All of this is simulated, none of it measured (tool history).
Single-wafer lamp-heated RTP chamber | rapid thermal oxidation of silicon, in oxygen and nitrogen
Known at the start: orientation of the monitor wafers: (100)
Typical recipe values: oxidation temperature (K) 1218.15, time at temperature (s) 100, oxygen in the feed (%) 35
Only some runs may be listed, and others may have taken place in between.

run	day	oxidation temperature (K)	time at temperature (s)	oxygen in the feed (%)	wafers since the last listed run	wafers since the last pyrometer calibration	hours since the oxygen flow controller was replaced	hours since the gauge calibration	read-back reference wafer on the same gauge, thickness	oxide thickness on the monitor wafer (angstrom)
1	0	1218.15	100	42	0	849	7197.8	735.1	3.248	41.07
2	1.292	1218.15	100	35	210	1060	7228.8	766.1	3.249	39.5
3	2.683	1218.15	100	35	226	1286	7262.2	799.5	3.252	39.56
4	5.142	1218.15	100	35	400	1687	7321.2	858.5	3.246	39.29
# day 6.375: pyrometer window cleaned and pyrometer calibrated
5	6.975	1218.15	100	35	244	97	7365.2	902.5	3.249	38.6
6	8.067	1218.15	100	35	177	275	7391.4	928.7	3.252	38.74
7	11.05	1218.15	100	35	485	761	7463	1000.3	3.248	39.24
8	12.933	1218.15	100	35	306	1068	7508.2	1045.5	3.249	39.43
# day 13.371: gauge calibrated
9	14.475	1218.15	100	48	251	1319	7545.2	26.5	3.251	43.08
# day 17.021: pyrometer window cleaned and pyrometer calibrated
10	17.346	1218.15	100	65	413	52	7614.1	95.4	3.25	45.48
11	18.946	1218.15	100	35	260	313	7652.5	133.8	3.248	38.76
12	21.212	1198.15	70	17	369	682	7706.9	188.2	3.251	28.03
13	24.933	1218.15	100	35	606	1288	7796.2	277.5	3.251	39.34
# day 26.158: oxygen flow controller replaced
14	26.608	1218.15	135	44	218	1507	10.8	317.7	3.253	47.56
# day 27.575: pyrometer window cleaned and pyrometer calibrated
15	28.462	1218.15	100	17	247	144	55.3	362.2	3.248	32.57
16	30.692	1238.15	67	35	363	507	108.8	415.7	3.251	37.78
17	32.671	1207.15	100	35	322	829	156.3	463.2	3.254	36.44
18	34.512	1218.15	124	17	300	1129	200.5	507.4	3.252	35.28
19	36.204	1218.15	143	35	275	1405	241.1	548	3.25	45.2

Give the tool's hidden conditions for every run:
deviation of the oxygen flow from its setpoint, %: 0 on each run
gauge reads high (%): 0 on each run
H1: true wafer temperature minus pyrometer reading, K
run	H1
1	5.09
2	5.55
3	5.9
4	6.27
5	1.28
6	2.64
7	4.85
8	5.57
9	5.95
10	0.95
11	2.96
12	4.68
13	5.99
14	6.26
15	1.43
16	3.67
17	4.8
18	5.44
19	5.8

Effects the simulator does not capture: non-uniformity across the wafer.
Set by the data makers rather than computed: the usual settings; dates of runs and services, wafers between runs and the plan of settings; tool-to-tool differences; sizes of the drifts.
